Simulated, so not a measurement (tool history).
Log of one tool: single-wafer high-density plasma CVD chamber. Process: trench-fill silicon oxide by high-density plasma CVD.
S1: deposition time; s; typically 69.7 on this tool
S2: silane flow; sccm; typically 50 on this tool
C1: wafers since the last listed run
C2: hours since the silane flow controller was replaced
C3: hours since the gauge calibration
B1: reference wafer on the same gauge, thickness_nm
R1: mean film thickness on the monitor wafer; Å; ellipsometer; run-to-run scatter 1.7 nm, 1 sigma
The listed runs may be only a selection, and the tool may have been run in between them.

run,hour,S1,S2,C1,C2,C3,B1,R1
1,0,69.7,50,0,4119.4,126.6,412.858,3642.77
2,25.4,69.7,50,291,4144.8,152,412.195,3676.08
3,47.1,69.7,50,249,4166.5,173.7,412.837,3671.95
4,82.1,69.7,50,402,4201.5,208.7,411.86,3663.96
5,109.9,69.7,50,319,4229.3,236.5,411.62,3651.04
6,137.5,69.7,50,317,4256.9,264.1,410.505,3634.5
7,155.2,79.2,50,203,4274.6,281.8,409.773,4121.59
8,169.1,69.7,50,159,4288.5,295.7,411.158,3627.11
# hour 193.8: silane flow controller replaced
9,201.8,69.7,50,283,8,328.4,410.256,3644.69
10,219,57.1,56,197,25.2,345.6,409.699,3349.7
11,250.5,69.7,50,362,56.7,377.1,409.317,3614.57
12,271,82.2,58,235,77.2,397.6,409.694,4976.21
# hour 308.8: gauge calibrated
13,361.3,82.3,55,1037,167.5,52.5,415.906,4810.48
14,388.7,74.6,53,314,194.9,79.9,415.624,4195.16
15,409.1,69.7,50,234,215.3,100.3,415.571,3681.55
16,451.5,69.7,50,487,257.7,142.7,414.382,3642.15
17,463.6,59.9,56,139,269.8,154.8,413.82,3532.15
18,498.4,69.7,55,399,304.6,189.6,412.466,4034.75
19,513.5,58,43,173,319.7,204.7,413.146,2611.37

Each row is a separate what-if for the run after 19, all from the same tool condition, not one after another. Results?
A,513.9,69.7,50,4,320.1,205.1,?,?
B,513.9,79.2,47,4,320.1,205.1,?,?
C,513.9,56.1,59,4,320.1,205.1,?,?
D,513.9,60.2,54,4,320.1,205.1,?,?

run,B1,R1
A,413.842,3690.39
B,413.842,3941.78
C,413.842,3504.97
D,413.842,3442.38
Take away the tool's hidden state, keep each run's random variation, and the runs would have read:
run,R1
A,3737.34
B,3991.93
C,3549.56
D,3486.18
